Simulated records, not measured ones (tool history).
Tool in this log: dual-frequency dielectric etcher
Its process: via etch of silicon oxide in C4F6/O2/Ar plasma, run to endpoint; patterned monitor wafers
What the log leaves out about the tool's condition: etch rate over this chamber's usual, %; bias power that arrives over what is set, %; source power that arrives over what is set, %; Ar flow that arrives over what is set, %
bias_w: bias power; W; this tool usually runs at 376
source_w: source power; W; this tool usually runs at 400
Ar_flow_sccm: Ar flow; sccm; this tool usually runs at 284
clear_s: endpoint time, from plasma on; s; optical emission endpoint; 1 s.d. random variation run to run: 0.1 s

| run | hour | bias_w | source_w | Ar_flow_sccm | wafers since the last listed run | hours since the last wet clean | hours since the last bias power generator calibration | hours since the last source power generator calibration | hours since the last Ar flow controller change | hours since the last upper electrode change | incoming incoming film thickness, nm | clear_s |
|---|---|---|---|---|---|---|---|---|---|---|---|---|
| 1 | 0 | 376 | 400 | 284 | 0 | 152 | 1958.8 | 3512.8 | 1244.9 | 1469.3 | 103.1 | 25.7 |
| 2 | 50.4 | 376 | 400 | 284 | 778 | 202.4 | 2009.2 | 3563.2 | 1295.3 | 1519.7 | 104.1 | 26.1 |
| 3 | 98.3 | 376 | 400 | 284 | 739 | 250.3 | 2057.1 | 3611.1 | 1343.2 | 1567.6 | 103.6 | 25.9 |
| 4 | 169.8 | 376 | 400 | 284 | 1103 | 321.8 | 2128.6 | 3682.6 | 1414.7 | 1639.1 | 103.7 | 25.9 |
| 5 | 212.8 | 376 | 400 | 284 | 663 | 364.8 | 2171.6 | 3725.6 | 1457.7 | 1682.1 | 104.3 | 26.5 |
| 6 | 257.5 | 376 | 400 | 284 | 690 | 409.5 | 2216.3 | 3770.3 | 1502.4 | 1726.8 | 104.3 | 26.3 |
| 7 | 284.7 | 376 | 400 | 306 | 419 | 436.7 | 2243.5 | 3797.5 | 1529.6 | 1754 | 102.9 | 26.2 |
| 8 | 344.8 | 376 | 400 | 306 | 927 | 496.8 | 2303.6 | 3857.6 | 1589.7 | 1814.1 | 103.2 | 26.3 |
| 9 | 412.4 | 446 | 400 | 266 | 1043 | 564.4 | 2371.2 | 3925.2 | 1657.3 | 1881.7 | 104.3 | 24.9 |
| 10 | 451.6 | 446 | 400 | 266 | 605 | 603.6 | 2410.4 | 3964.4 | 1696.5 | 1920.9 | 103.1 | 24.8 |
| 11 | 477.1 | 446 | 400 | 266 | 393 | 629.1 | 2435.9 | 3989.9 | 1722 | 1946.4 | 103.6 | 24.9 |
|  | 502.3 | bias power generator calibrated |
|  | 513.5 | wet clean of the chamber |
| 12 | 546 | 376 | 400 | 336 | 828 | 32.5 | 43.7 | 4058.8 | 1790.9 | 2015.3 | 104.1 | 26.5 |
|  | 569.3 | Ar flow controller replaced |
| 13 | 576.4 | 376 | 400 | 336 | 376 | 62.9 | 74.1 | 4089.2 | 7.1 | 2045.7 | 104.5 | 26.6 |
| 14 | 642.7 | 376 | 400 | 336 | 1023 | 129.2 | 140.4 | 4155.5 | 73.4 | 2112 | 104.4 | 26.6 |
| 15 | 688.4 | 376 | 400 | 335 | 705 | 174.9 | 186.1 | 4201.2 | 119.1 | 2157.7 | 103.9 | 26.4 |
|  | 739.3 | source power generator calibrated |
| 16 | 739.8 | 445 | 400 | 229 | 731 | 226.3 | 237.5 | 0.5 | 170.5 | 2209.1 | 104.5 | 24 |
| 17 | 806.5 | 376 | 400 | 284 | 1029 | 293 | 304.2 | 67.2 | 237.2 | 2275.8 | 103.5 | 25.8 |
|  | 903.5 | upper electrode replaced |
| 18 | 947.3 | 453 | 400 | 284 | 1803 | 433.8 | 445 | 208 | 378 | 43.8 | 103.4 | 24.6 |
| 19 | 1016.8 | 376 | 400 | 284 | 1073 | 503.3 | 514.5 | 277.5 | 447.5 | 113.3 | 103.3 | 26 |
| 20 | 1069.9 | 376 | 400 | 215 | 819 | 556.4 | 567.6 | 330.6 | 500.6 | 166.4 | 103.4 | 25.2 |
| 21 | 1132.9 | 448 | 400 | 342 | 972 | 619.4 | 630.6 | 393.6 | 563.6 | 229.4 | 104.5 | 25.6 |
| 22 | 1187.8 | 304 | 430 | 341 | 847 | 674.3 | 685.5 | 448.5 | 618.5 | 284.3 | 102 | 27.5 |
|  | 1235.3 | wet clean of the chamber |
| 23 | 1235.8 | 376 | 400 | 335 | 370 | 0.5 | 733.5 | 496.5 | 666.5 | 332.3 | 103.1 | 26.1 |
| 24 | 1267 | 376 | 400 | 284 | 481 | 31.7 | 764.7 | 527.7 | 697.7 | 363.5 | 102.9 | 25.6 |
| 25 | 1295.2 | 376 | 470 | 284 | 435 | 59.9 | 792.9 | 555.9 | 725.9 | 391.7 | 103 | 24 |
| 26 | 1348.2 | 286 | 340 | 265 | 818 | 112.9 | 845.9 | 608.9 | 778.9 | 444.7 | 104.2 | 29.5 |
| 27 | 1407.6 | 298 | 350 | 309 | 917 | 172.3 | 905.3 | 668.3 | 838.3 | 504.1 | 103 | 29.3 |
| 28 | 1478.8 | 376 | 400 | 284 | 1099 | 243.5 | 976.5 | 739.5 | 909.5 | 575.3 | 103.7 | 25.9 |
| 29 | 1547.2 | 454 | 440 | 235 | 1056 | 311.9 | 1044.9 | 807.9 | 977.9 | 643.7 | 104 | 23.1 |
| 30 | 1574.7 | 376 | 320 | 243 | 424 | 339.4 | 1072.4 | 835.4 | 1005.4 | 671.2 | 104.9 | 27.9 |

State the hidden condition of the tool at each of the runs:
bias power that arrives over what is set, %: 0 in every run
source power that arrives over what is set, %: 0 in every run
Ar flow that arrives over what is set, %: 0 in every run
H1: etch rate over this chamber's usual, %
| run | H1 |
|---|---|
| 1 | -0.585 |
| 2 | -0.784 |
| 3 | -0.974 |
| 4 | -1.26 |
| 5 | -1.43 |
| 6 | -1.6 |
| 7 | -1.71 |
| 8 | -1.95 |
| 9 | -2.22 |
| 10 | -2.37 |
| 11 | -2.47 |
| 12 | 0.118 |
| 13 | -0.00268 |
| 14 | -0.265 |
| 15 | -0.446 |
| 16 | -0.649 |
| 17 | -0.913 |
| 18 | -1.47 |
| 19 | -1.75 |
| 20 | -1.96 |
| 21 | -2.2 |
| 22 | -2.42 |
| 23 | -0.0123 |
| 24 | -0.136 |
| 25 | -0.247 |
| 26 | -0.457 |
| 27 | -0.692 |
| 28 | -0.974 |
| 29 | -1.24 |
| 30 | -1.35 |
